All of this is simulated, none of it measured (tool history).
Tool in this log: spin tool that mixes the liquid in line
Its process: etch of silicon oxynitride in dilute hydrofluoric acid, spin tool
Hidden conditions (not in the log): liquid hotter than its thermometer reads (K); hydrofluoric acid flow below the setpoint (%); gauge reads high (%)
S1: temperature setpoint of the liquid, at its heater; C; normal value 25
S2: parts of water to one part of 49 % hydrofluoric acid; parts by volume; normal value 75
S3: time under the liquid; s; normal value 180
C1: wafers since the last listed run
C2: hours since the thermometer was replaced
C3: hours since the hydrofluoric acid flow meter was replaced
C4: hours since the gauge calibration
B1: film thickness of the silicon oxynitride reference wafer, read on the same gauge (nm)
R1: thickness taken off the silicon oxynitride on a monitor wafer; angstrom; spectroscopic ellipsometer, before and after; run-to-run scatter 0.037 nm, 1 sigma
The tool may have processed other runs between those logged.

| run | day | S1 | S2 | S3 | C1 | C2 | C3 | C4 | B1 | R1 |
|---|---|---|---|---|---|---|---|---|---|---|
| 1 | 0 | 28.5 | 75 | 130 | 0 | 766.1 | 1534.3 | 533 | 70.01 | 40.8 |
| 2 | 1.079 | 25 | 75 | 180 | 119 | 792 | 1560.2 | 558.9 | 69.98 | 47.8 |
| 3 | 2.262 | 25 | 75 | 180 | 130 | 820.4 | 1588.6 | 587.3 | 69.97 | 48.6 |
| 4 | 3.004 | 25 | 75 | 180 | 81 | 838.2 | 1606.4 | 605.1 | 69.97 | 47.4 |
| 5 | 7.271 | 25 | 75 | 180 | 470 | 940.6 | 1708.8 | 707.5 | 70 | 47.7 |
| 6 | 7.804 | 25 | 75 | 180 | 58 | 953.4 | 1721.6 | 720.3 | 69.99 | 48.6 |
| 7 | 9.108 | 25 | 75 | 180 | 143 | 984.7 | 1752.9 | 751.6 | 69.98 | 47.6 |
| 8 | 9.729 | 25 | 75 | 180 | 68 | 999.6 | 1767.8 | 766.5 | 70 | 48.5 |
| 9 | 10.875 | 25 | 75 | 180 | 126 | 1027.1 | 1795.3 | 794 | 69.98 | 47.8 |
| 10 | 12.346 | 25 | 75 | 180 | 162 | 1062.4 | 1830.6 | 829.3 | 70.01 | 48 |
|  | 15.15 | gauge calibrated |
| 11 | 16.562 | 25 | 75 | 180 | 465 | 1163.6 | 1931.8 | 33.9 | 69.99 | 48.3 |
| 12 | 17.183 | 25 | 75 | 180 | 68 | 1178.5 | 1946.7 | 48.8 | 69.98 | 48.2 |
| 13 | 17.817 | 25 | 75 | 180 | 69 | 1193.7 | 1961.9 | 64 | 70 | 48.4 |
| 14 | 18.75 | 25 | 50 | 265 | 103 | 1216.1 | 1984.3 | 86.4 | 70 | 110.9 |
| 15 | 20.425 | 21 | 35 | 75 | 184 | 1256.3 | 2024.5 | 126.6 | 70 | 36.6 |
| 16 | 24.121 | 22.5 | 115 | 150 | 407 | 1345 | 2113.2 | 215.3 | 69.98 | 22.2 |
|  | 24.546 | hydrofluoric acid flow meter replaced |
| 17 | 25.192 | 25 | 75 | 180 | 113 | 1370.7 | 15.5 | 241 | 70.01 | 55.1 |
|  | 25.342 | thermometer replaced |
| 18 | 26.175 | 25 | 75 | 180 | 103 | 20 | 39.1 | 264.6 | 70.01 | 47.9 |
| 19 | 27.617 | 25 | 75 | 80 | 159 | 54.6 | 73.7 | 299.2 | 69.98 | 21.4 |
| 20 | 28.425 | 20 | 105 | 180 | 89 | 74 | 93.1 | 318.6 | 69.99 | 26.7 |
| 21 | 29.338 | 21.5 | 40 | 250 | 100 | 95.9 | 115 | 340.5 | 70.01 | 109.6 |
| 22 | 29.838 | 25 | 75 | 180 | 55 | 107.9 | 127 | 352.5 | 70.01 | 47.9 |
| 23 | 30.375 | 21 | 75 | 180 | 59 | 120.8 | 139.9 | 365.4 | 70.03 | 40.1 |
| 24 | 31.821 | 22 | 75 | 180 | 159 | 155.5 | 174.6 | 400.1 | 70.03 | 41.8 |
| 25 | 34.112 | 25 | 75 | 180 | 252 | 210.5 | 229.6 | 455.1 | 69.98 | 48.1 |
| 26 | 34.808 | 25 | 75 | 180 | 76 | 227.2 | 246.3 | 471.8 | 69.99 | 48.3 |

Some steps in R1, run to run, broken into two amounts with sign: the step expected even without the hidden condition (settings, incoming material, random variation), and the rest, left for the hidden condition together with whatever gauge scatter is not in both the measured and the hidden-condition-free result:
Run 14 -> 15: S1 25 -> 21, S2 50 -> 35, S3 265 -> 75. R1 -74.3 angstrom: hidden state +1.4, all else -75.7.
Run 16 -> 17: S1 22.5 -> 25, S2 115 -> 75, S3 150 -> 180, hydrofluoric acid flow meter replaced. R1 +32.9 angstrom: hidden state +6.6, all else +26.3.
Run 17 -> 18: thermometer replaced. R1 -7.2 angstrom: hidden state -6.9, all else -0.3.
Run 20 -> 21: S1 20 -> 21.5, S2 105 -> 40, S3 180 -> 250. R1 +82.9 angstrom: hidden state -1, all else +83.9.

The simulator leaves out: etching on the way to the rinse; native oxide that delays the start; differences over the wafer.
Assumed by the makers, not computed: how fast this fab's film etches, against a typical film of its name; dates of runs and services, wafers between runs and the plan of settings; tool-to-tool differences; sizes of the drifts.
